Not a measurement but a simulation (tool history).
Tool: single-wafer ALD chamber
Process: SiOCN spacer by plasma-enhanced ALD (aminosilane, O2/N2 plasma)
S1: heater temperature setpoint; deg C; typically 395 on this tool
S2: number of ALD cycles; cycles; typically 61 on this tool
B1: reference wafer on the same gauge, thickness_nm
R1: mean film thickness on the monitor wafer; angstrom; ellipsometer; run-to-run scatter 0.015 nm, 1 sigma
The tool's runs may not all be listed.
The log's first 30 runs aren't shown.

run 31 hour=2840.2 | S1=380 S2=72 | B1=3.745 | R1=41.29
run 32 hour=2896.7 | S1=391 S2=70 | B1=3.749 | R1=40.28
run 33 hour=2933.3 | S1=395 S2=61 | B1=3.749 | R1=34.96
run 34 hour=3030.1 | S1=395 S2=61 | B1=3.756 | R1=34.91
run 35 hour=3123.4 | S1=400 S2=51 | B1=3.765 | R1=29.33
run 36 hour=3179.5 | S1=399 S2=67 | B1=3.766 | R1=38.53
-- hour=3321.9 thermocouple changed; heater temperature recalibrated
run 37 hour=3382.7 | S1=395 S2=61 | B1=3.773 | R1=35.7
run 38 hour=3477.5 | S1=386 S2=51 | B1=3.78 | R1=29.59
run 39 hour=3548.8 | S1=395 S2=50 | B1=3.784 | R1=29.35
run 40 hour=3612.4 | S1=402 S2=56 | B1=3.788 | R1=32.69

Branching from run 40: 5 alternative next runs. What would each branch give?
run A hour=3612.9 | S1=381 S2=61 | B1=? | R1=?
run B hour=3612.9 | S1=384 S2=73 | B1=? | R1=?
run C hour=3612.9 | S1=389 S2=73 | B1=? | R1=?
run D hour=3612.9 | S1=389 S2=57 | B1=? | R1=?
run E hour=3612.9 | S1=391 S2=64 | B1=? | R1=?

run=A B1=3.791 R1=35.16
run=B B1=3.791 R1=42.07
run=C B1=3.791 R1=42.07
run=D B1=3.791 R1=32.85
run=E B1=3.791 R1=36.89
Take away the tool's hidden state, keep each run's random variation, and the runs would have read:
run=A R1=34.81
run=B R1=41.66
run=C R1=41.66
run=D R1=32.53
run=E R1=36.52

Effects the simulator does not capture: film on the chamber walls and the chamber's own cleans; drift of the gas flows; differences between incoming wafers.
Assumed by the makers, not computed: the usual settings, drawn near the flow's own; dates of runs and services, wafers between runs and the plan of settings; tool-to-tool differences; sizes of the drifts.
